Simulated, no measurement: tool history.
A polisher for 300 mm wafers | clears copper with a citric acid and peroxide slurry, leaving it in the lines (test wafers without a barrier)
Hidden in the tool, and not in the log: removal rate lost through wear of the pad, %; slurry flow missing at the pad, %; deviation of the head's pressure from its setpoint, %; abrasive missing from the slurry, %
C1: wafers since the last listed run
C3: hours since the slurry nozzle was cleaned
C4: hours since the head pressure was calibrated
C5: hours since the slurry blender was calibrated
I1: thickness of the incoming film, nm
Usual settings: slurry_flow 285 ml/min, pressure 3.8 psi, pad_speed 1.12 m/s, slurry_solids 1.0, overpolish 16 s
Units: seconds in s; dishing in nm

run 1 hour=0.0 | slurry_flow=285 pressure=3.8 pad_speed=1.12 slurry_solids=1.1 overpolish=16 | C1=0 wafers_polished_on_this_pad=10 C3=710.0 C4=554.5 C5=384.7 | I1=390.0 | seconds=109.7 dishing=37.2
run 2 hour=50.1 | slurry_flow=285 pressure=3.8 pad_speed=1.12 slurry_solids=1.1 overpolish=16 | C1=246 wafers_polished_on_this_pad=256 C3=760.1 C4=604.6 C5=434.8 | I1=389.5 | seconds=111.5 dishing=37.8
-- hour=63.0 slurry nozzle cleaned
-- hour=122.7 slurry blender recalibrated
run 3 hour=123.3 | slurry_flow=285 pressure=3.8 pad_speed=1.12 slurry_solids=1.1 overpolish=16 | C1=345 wafers_polished_on_this_pad=601 C3=60.3 C4=677.8 C5=0.6 | I1=385.4 | seconds=112.2 dishing=37.8
-- hour=155.3 head pressure recalibrated
run 4 hour=193.9 | slurry_flow=285 pressure=3.5 pad_speed=1.12 slurry_solids=1.0 overpolish=16 | C1=337 wafers_polished_on_this_pad=938 C3=130.9 C4=38.6 C5=71.2 | I1=388.2 | seconds=121.9 dishing=34.3
-- hour=271.2 worn pad replaced by a new one
run 5 hour=484.5 | slurry_flow=285 pressure=3.8 pad_speed=0.98 slurry_solids=1.0 overpolish=16 | C1=1408 wafers_polished_on_this_pad=1048 C3=421.5 C4=329.2 C5=361.8 | I1=388.9 | seconds=121.7 dishing=34.3
-- hour=537.7 worn pad replaced by a new one
run 6 hour=538.2 | slurry_flow=285 pressure=3.8 pad_speed=0.98 slurry_solids=1.0 overpolish=16 | C1=244 wafers_polished_on_this_pad=2 C3=475.2 C4=382.9 C5=415.5 | I1=396.0 | seconds=127.3 dishing=35.0
-- hour=564.5 slurry blender recalibrated
run 7 hour=612.8 | slurry_flow=285 pressure=3.8 pad_speed=1.12 slurry_solids=1.0 overpolish=12 | C1=356 wafers_polished_on_this_pad=359 C3=549.8 C4=457.5 C5=48.3 | I1=390.5 | seconds=112.4 dishing=28.0
run 8 hour=651.5 | slurry_flow=285 pressure=3.8 pad_speed=1.12 slurry_solids=1.0 overpolish=12 | C1=190 wafers_polished_on_this_pad=549 C3=588.5 C4=496.2 C5=87.0 | I1=390.9 | seconds=112.8 dishing=28.2
-- hour=744.3 slurry nozzle cleaned
run 9 hour=745.1 | slurry_flow=285 pressure=3.8 pad_speed=1.12 slurry_solids=1.0 overpolish=12 | C1=455 wafers_polished_on_this_pad=1004 C3=0.8 C4=589.8 C5=180.6 | I1=388.4 | seconds=113.3 dishing=28.5
-- hour=763.1 head pressure recalibrated
-- hour=834.8 worn pad replaced by a new one
run 10 hour=856.2 | slurry_flow=285 pressure=4.8 pad_speed=1.12 slurry_solids=1.1 overpolish=16 | C1=516 wafers_polished_on_this_pad=105 C3=111.9 C4=93.1 C5=291.7 | I1=389.6 | seconds=90.8 dishing=46.6
run 11 hour=918.7 | slurry_flow=285 pressure=3.8 pad_speed=1.12 slurry_solids=1.0 overpolish=16 | C1=307 wafers_polished_on_this_pad=412 C3=174.4 C4=155.6 C5=354.2 | I1=389.2 | seconds=115.2 dishing=36.7
-- hour=976.1 slurry blender recalibrated
run 12 hour=987.0 | slurry_flow=285 pressure=3.8 pad_speed=1.12 slurry_solids=1.3 overpolish=16 | C1=325 wafers_polished_on_this_pad=738 C3=242.7 C4=223.9 C5=10.9 | I1=395.7 | seconds=109.6 dishing=39.4
run 13 hour=1059.6 | slurry_flow=285 pressure=3.8 pad_speed=1.40 slurry_solids=1.0 overpolish=16 | C1=356 wafers_polished_on_this_pad=1095 C3=315.3 C4=296.5 C5=83.5 | I1=392.8 | seconds=96.7 dishing=43.2
-- hour=1095.7 worn pad replaced by a new one
run 14 hour=1130.4 | slurry_flow=285 pressure=3.8 pad_speed=1.46 slurry_solids=1.0 overpolish=16 | C1=328 wafers_polished_on_this_pad=170 C3=386.1 C4=367.3 C5=154.3 | I1=391.0 | seconds=91.9 dishing=44.5
run 15 hour=1219.1 | slurry_flow=285 pressure=3.8 pad_speed=0.98 slurry_solids=0.8 overpolish=20 | C1=435 wafers_polished_on_this_pad=606 C3=474.8 C4=456.0 C5=243.0 | I1=393.6 | seconds=130.2 dishing=40.2
run 16 hour=1283.8 | slurry_flow=330 pressure=3.0 pad_speed=1.26 slurry_solids=1.1 overpolish=16 | C1=317 wafers_polished_on_this_pad=924 C3=539.5 C4=520.7 C5=307.7 | I1=384.1 | seconds=124.4 dishing=33.9
-- hour=1350.3 head pressure recalibrated
-- hour=1375.0 worn pad replaced by a new one
run 17 hour=1375.5 | slurry_flow=285 pressure=3.8 pad_speed=0.98 slurry_solids=1.0 overpolish=16 | C1=421 wafers_polished_on_this_pad=2 C3=631.2 C4=25.2 C5=399.4 | I1=390.3 | seconds=124.2 dishing=34.2
run 18 hour=1473.5 | slurry_flow=285 pressure=3.8 pad_speed=1.42 slurry_solids=1.0 overpolish=16 | C1=481 wafers_polished_on_this_pad=483 C3=729.2 C4=123.2 C5=497.4 | I1=392.6 | seconds=95.0 dishing=44.1

Forecast each of these 5 alternatives for the next run:
run A hour=1474.0 | slurry_flow=285 pressure=3.8 pad_speed=1.12 slurry_solids=1.0 overpolish=16 | C1=2 wafers_polished_on_this_pad=486 C3=729.7 C4=123.7 C5=497.9 | I1=391.9 | seconds=? dishing=?
run B hour=1474.0 | slurry_flow=345 pressure=3.8 pad_speed=1.12 slurry_solids=1.0 overpolish=16 | C1=2 wafers_polished_on_this_pad=486 C3=729.7 C4=123.7 C5=497.9 | I1=391.9 | seconds=? dishing=?
run C hour=1474.0 | slurry_flow=360 pressure=3.8 pad_speed=1.12 slurry_solids=1.0 overpolish=22 | C1=2 wafers_polished_on_this_pad=486 C3=729.7 C4=123.7 C5=497.9 | I1=391.9 | seconds=? dishing=?
run D hour=1474.0 | slurry_flow=285 pressure=2.8 pad_speed=1.28 slurry_solids=1.0 overpolish=16 | C1=2 wafers_polished_on_this_pad=486 C3=729.7 C4=123.7 C5=497.9 | I1=391.9 | seconds=? dishing=?
run E hour=1474.0 | slurry_flow=285 pressure=3.3 pad_speed=1.12 slurry_solids=0.7 overpolish=16 | C1=2 wafers_polished_on_this_pad=486 C3=729.7 C4=123.7 C5=497.9 | I1=391.9 | seconds=? dishing=?

run=A seconds=115.9 dishing=37.0
run=B seconds=114.0 dishing=37.5
run=C seconds=113.6 dishing=49.7
run=D seconds=137.4 dishing=31.4
run=E seconds=139.8 dishing=31.1
Without the tool's hidden state the same runs would have given:
run=A seconds=115.9 dishing=37.0
run=B seconds=114.0 dishing=37.5
run=C seconds=113.6 dishing=49.7
run=D seconds=137.4 dishing=31.4
run=E seconds=139.8 dishing=31.1
